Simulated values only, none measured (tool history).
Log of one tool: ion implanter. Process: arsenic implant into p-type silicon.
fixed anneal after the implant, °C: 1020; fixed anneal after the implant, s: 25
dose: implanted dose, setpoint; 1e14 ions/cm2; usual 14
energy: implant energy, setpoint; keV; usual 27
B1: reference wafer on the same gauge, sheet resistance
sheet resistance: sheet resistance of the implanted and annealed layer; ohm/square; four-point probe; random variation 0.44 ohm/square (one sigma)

run 1 hour=0 | dose=14 energy=27 | B1=115.21 | sheet_resistance=99.79
run 2 hour=51.4 | dose=14 energy=27 | B1=115.17 | sheet_resistance=98.97
run 3 hour=82.3 | dose=14 energy=27 | B1=115.18 | sheet_resistance=99.58
run 4 hour=135.3 | dose=11.23 energy=33 | B1=115.13 | sheet_resistance=106.98
run 5 hour=178.2 | dose=11.23 energy=33 | B1=115.11 | sheet_resistance=107.11
run 6 hour=209.3 | dose=11.23 energy=33 | B1=115.22 | sheet_resistance=106.72
run 7 hour=244.9 | dose=14 energy=34 | B1=115.18 | sheet_resistance=93.13
run 8 hour=296.5 | dose=14 energy=34 | B1=115.26 | sheet_resistance=93.9
run 9 hour=324.8 | dose=14 energy=34 | B1=115.07 | sheet_resistance=93.88
run 10 hour=350.6 | dose=14 energy=19.5 | B1=115.2 | sheet_resistance=105.79
-- hour=363.7 Faraday cup replaced and dose calibrated
run 11 hour=404.6 | dose=14 energy=19.5 | B1=115.12 | sheet_resistance=106.12
-- hour=442 extraction supply calibrated
run 12 hour=442.5 | dose=14 energy=29.5 | B1=115.11 | sheet_resistance=98.58
run 13 hour=494.8 | dose=16.11 energy=22 | B1=114.93 | sheet_resistance=98.2
run 14 hour=527.6 | dose=16.1 energy=27 | B1=115.3 | sheet_resistance=94.51
run 15 hour=572.5 | dose=11.25 energy=30 | B1=115.47 | sheet_resistance=109.89
run 16 hour=639.3 | dose=16.64 energy=21 | B1=115.26 | sheet_resistance=98.25
run 17 hour=669.7 | dose=10.36 energy=24 | B1=115.25 | sheet_resistance=118.6
run 18 hour=710.5 | dose=14 energy=27 | B1=115.16 | sheet_resistance=99.23
-- hour=742.2 gauge calibrated
run 19 hour=750.1 | dose=10.84 energy=21 | B1=115.09 | sheet_resistance=118.73
run 20 hour=781.2 | dose=14 energy=34 | B1=115.07 | sheet_resistance=94.18
run 21 hour=833.9 | dose=14 energy=27 | B1=115.24 | sheet_resistance=99.1
run 22 hour=904.9 | dose=15.4 energy=27 | B1=115.24 | sheet_resistance=94.72
run 23 hour=948.8 | dose=17.9 energy=19.5 | B1=115.15 | sheet_resistance=97.53
run 24 hour=1001.7 | dose=15.66 energy=33 | B1=115.17 | sheet_resistance=89.63

5 ways to go on from here, each from the tool as it stands after run 24. What would each give?
run A hour=1002.1 | dose=14 energy=27 | B1=? | sheet_resistance=?
run B hour=1002.1 | dose=15.83 energy=23.5 | B1=? | sheet_resistance=?
run C hour=1002.1 | dose=10.55 energy=33.5 | B1=? | sheet_resistance=?
run D hour=1002.1 | dose=12.01 energy=29.5 | B1=? | sheet_resistance=?
run E hour=1002.1 | dose=11.61 energy=18 | B1=? | sheet_resistance=?

run=A B1=115.01 sheet_resistance=98.65
run=B B1=115.01 sheet_resistance=96.86
run=C B1=115.01 sheet_resistance=110.01
run=D B1=115.01 sheet_resistance=104.5
run=E B1=115.01 sheet_resistance=116.66
Without the tool's hidden state the same runs would have given:
run=A sheet_resistance=99.44
run=B sheet_resistance=97.49
run=C sheet_resistance=111.23
run=D sheet_resistance=105.51
run=E sheet_resistance=117.7
